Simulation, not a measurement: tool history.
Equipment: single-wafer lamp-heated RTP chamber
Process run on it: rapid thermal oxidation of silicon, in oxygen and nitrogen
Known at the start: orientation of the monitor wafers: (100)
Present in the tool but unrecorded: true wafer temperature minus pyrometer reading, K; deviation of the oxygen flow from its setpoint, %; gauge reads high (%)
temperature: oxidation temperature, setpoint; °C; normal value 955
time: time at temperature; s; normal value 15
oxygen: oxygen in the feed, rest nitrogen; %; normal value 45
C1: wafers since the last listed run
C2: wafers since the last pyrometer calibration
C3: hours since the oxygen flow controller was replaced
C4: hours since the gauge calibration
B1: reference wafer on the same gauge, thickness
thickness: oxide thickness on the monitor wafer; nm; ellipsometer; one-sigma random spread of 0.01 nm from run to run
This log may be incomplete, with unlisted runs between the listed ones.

{"run": 1, "day": 0.0, "temperature": 963, "time": 10, "oxygen": 45, "C1": 0, "C2": 2461, "C3": 5160.4, "C4": 283.5, "B1": 2.751, "thickness": 2.259}
{"run": 2, "day": 0.588, "temperature": 955, "time": 15, "oxygen": 45, "C1": 120, "C2": 2581, "C3": 5174.5, "C4": 297.6, "B1": 2.75, "thickness": 2.381}
{"run": 3, "day": 1.829, "temperature": 955, "time": 15, "oxygen": 45, "C1": 253, "C2": 2835, "C3": 5204.3, "C4": 327.4, "B1": 2.748, "thickness": 2.394}
{"run": 4, "day": 3.262, "temperature": 955, "time": 15, "oxygen": 45, "C1": 292, "C2": 3128, "C3": 5238.7, "C4": 361.8, "B1": 2.752, "thickness": 2.414}
{"run": 5, "day": 4.567, "temperature": 955, "time": 15, "oxygen": 45, "C1": 266, "C2": 3394, "C3": 5270, "C4": 393.1, "B1": 2.754, "thickness": 2.414}
{"run": 6, "day": 5.808, "temperature": 955, "time": 15, "oxygen": 51, "C1": 253, "C2": 3648, "C3": 5299.8, "C4": 422.9, "B1": 2.752, "thickness": 2.451}
{"run": 7, "day": 6.821, "temperature": 955, "time": 15, "oxygen": 51, "C1": 206, "C2": 3855, "C3": 5324.1, "C4": 447.2, "B1": 2.749, "thickness": 2.432}
{"run": 8, "day": 7.762, "temperature": 955, "time": 15, "oxygen": 45, "C1": 192, "C2": 4047, "C3": 5346.7, "C4": 469.8, "B1": 2.751, "thickness": 2.382}
{"day": 9.392, "done": "oxygen flow controller replaced"}
{"run": 9, "day": 10.004, "temperature": 955, "time": 15, "oxygen": 45, "C1": 390, "C2": 4438, "C3": 14.7, "C4": 523.6, "B1": 2.746, "thickness": 2.403}
{"run": 10, "day": 10.596, "temperature": 955, "time": 15, "oxygen": 45, "C1": 120, "C2": 4558, "C3": 28.9, "C4": 537.8, "B1": 2.752, "thickness": 2.381}
{"run": 11, "day": 11.354, "temperature": 955, "time": 15, "oxygen": 45, "C1": 155, "C2": 4713, "C3": 47.1, "C4": 556, "B1": 2.753, "thickness": 2.414}
{"day": 12.804, "done": "pyrometer window cleaned and pyrometer calibrated"}
{"run": 12, "day": 12.825, "temperature": 955, "time": 15, "oxygen": 45, "C1": 232, "C2": 4, "C3": 82.4, "C4": 591.3, "B1": 2.751, "thickness": 2.427}
{"run": 13, "day": 13.412, "temperature": 955, "time": 15, "oxygen": 45, "C1": 120, "C2": 124, "C3": 96.5, "C4": 605.4, "B1": 2.756, "thickness": 2.441}
{"run": 14, "day": 14.296, "temperature": 930, "time": 22, "oxygen": 75, "C1": 180, "C2": 304, "C3": 117.7, "C4": 626.6, "B1": 2.752, "thickness": 2.625}
{"run": 15, "day": 15.654, "temperature": 955, "time": 19, "oxygen": 45, "C1": 277, "C2": 582, "C3": 150.3, "C4": 659.2, "B1": 2.747, "thickness": 2.572}
{"day": 16.804, "done": "pyrometer window cleaned and pyrometer calibrated, repeated, since the last time left the tool worse"}
{"run": 16, "day": 16.825, "temperature": 946, "time": 11, "oxygen": 58, "C1": 171, "C2": 3, "C3": 178.4, "C4": 687.3, "B1": 2.749, "thickness": 2.246}
{"run": 17, "day": 17.475, "temperature": 955, "time": 15, "oxygen": 70, "C1": 132, "C2": 136, "C3": 194, "C4": 702.9, "B1": 2.75, "thickness": 2.512}
{"run": 18, "day": 18.492, "temperature": 955, "time": 15, "oxygen": 45, "C1": 207, "C2": 344, "C3": 218.4, "C4": 727.3, "B1": 2.749, "thickness": 2.372}
{"run": 19, "day": 19.138, "temperature": 968, "time": 11, "oxygen": 20, "C1": 132, "C2": 476, "C3": 233.9, "C4": 742.8, "B1": 2.754, "thickness": 2.156}
{"run": 20, "day": 20.417, "temperature": 955, "time": 15, "oxygen": 45, "C1": 261, "C2": 738, "C3": 264.6, "C4": 773.5, "B1": 2.747, "thickness": 2.371}
{"day": 21.175, "done": "gauge calibrated"}
{"run": 21, "day": 21.575, "temperature": 955, "time": 18, "oxygen": 27, "C1": 236, "C2": 974, "C3": 292.4, "C4": 9.6, "B1": 2.75, "thickness": 2.311}

Run 22 comes next. What will it give?
{"run": 22, "day": 22.704, "temperature": 955, "time": 15, "oxygen": 45, "C1": 230, "C2": 1205, "C3": 319.5, "C4": 36.7, "B1": "?", "thickness": "?"}

{"run 22": {"B1": 2.748, "thickness": 2.372}}
With no hidden state in the tool, this same run would have given thickness 2.343 nm.
